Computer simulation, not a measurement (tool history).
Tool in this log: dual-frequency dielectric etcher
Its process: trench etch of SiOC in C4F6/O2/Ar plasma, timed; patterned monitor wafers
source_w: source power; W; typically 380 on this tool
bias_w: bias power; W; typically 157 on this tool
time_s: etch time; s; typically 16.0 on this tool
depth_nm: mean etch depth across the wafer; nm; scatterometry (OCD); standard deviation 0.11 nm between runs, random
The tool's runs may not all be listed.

run    hour  source_w  bias_w  time_s  read-back reference wafer on the same gauge, depth_nm  depth_nm
  1     0.0       310     157    16.0                                                  27.21     29.02
  2    75.8       310     157    16.0                                                  27.20     29.17
  3   139.8       310     157    16.0                                                  27.17     28.94
  4   195.6       380     157    16.0                                                  27.18     30.72
      221.5  -- wet clean of the chamber, repeated, since the last time left the tool worse
      227.9  -- source power generator calibrated
  5   243.9       380     157    16.0                                                  27.23     32.72
      272.0  -- upper electrode replaced
  6   286.5       310     157    16.0                                                  27.19     30.92
  7   351.5       320     168    14.5                                                  27.20     28.20
  8   435.7       380     157    20.5                                                  27.17     41.47
  9   491.8       350     133    12.0                                                  27.19     22.97
 10   553.4       380     157    11.0                                                  27.14     22.26
 11   654.9       350     157    16.0                                                  27.19     31.56
      730.0  -- gauge calibrated
 12   731.8       430     125    14.5                                                  27.17     28.97
      777.9  -- wet clean of the chamber
 13   807.8       470     187    12.0                                                  27.15     26.98
      832.7  -- bias power generator calibrated
 14   893.4       420     157    16.0                                                  27.22     33.42
 15   983.9       290     134    11.5                                                  27.21     20.94
 16  1020.2       290     134    18.5                                                  27.23     33.57
 17  1101.2       380     147    16.0                                                  27.21     32.08
 18  1189.3       380     157    18.0                                                  27.26     36.22
 19  1272.9       330     168    16.0                                                  27.16     31.05
     1312.3  -- wet clean of the chamber
 20  1346.1       380     131    16.0                                                  27.18     31.54
 21  1383.7       380     157    16.0                                                  27.22     32.53
 22  1431.7       340     127    14.5                                                  27.18     27.33
 23  1472.8       330     157    19.0                                                  27.25     36.95
 24  1518.9       300     128    20.5                                                  27.18     37.67
 25  1579.5       380     157    16.0                                                  27.22     32.36
 26  1665.3       380     186    17.5                                                  27.14     36.52
 27  1707.5       410     140    14.5                                                  27.20     29.22
 28  1745.9       340     138    17.5                                                  27.19     33.11

5 options for the next run, each taken on its own from the tool as it stands now. Forecast them:
  A  1746.3       380     157    16.0                                                      ?         ?
  B  1746.3       380     180    16.0                                                      ?         ?
  C  1746.3       460     193    19.0                                                      ?         ?
  D  1746.3       340     195    16.0                                                      ?         ?
  E  1746.3       420     157    19.5                                                      ?         ?

run  read-back reference wafer on the same gauge, depth_nm  depth_nm
  A                                                  27.19     32.41
  B                                                  27.19     33.27
  C                                                  27.19     42.46
  D                                                  27.19     32.74
  E                                                  27.19     40.71
With no hidden state in the tool, these same runs would have given:
run  depth_nm
  A     32.93
  B     33.81
  C     43.14
  D     33.26
  E     41.36

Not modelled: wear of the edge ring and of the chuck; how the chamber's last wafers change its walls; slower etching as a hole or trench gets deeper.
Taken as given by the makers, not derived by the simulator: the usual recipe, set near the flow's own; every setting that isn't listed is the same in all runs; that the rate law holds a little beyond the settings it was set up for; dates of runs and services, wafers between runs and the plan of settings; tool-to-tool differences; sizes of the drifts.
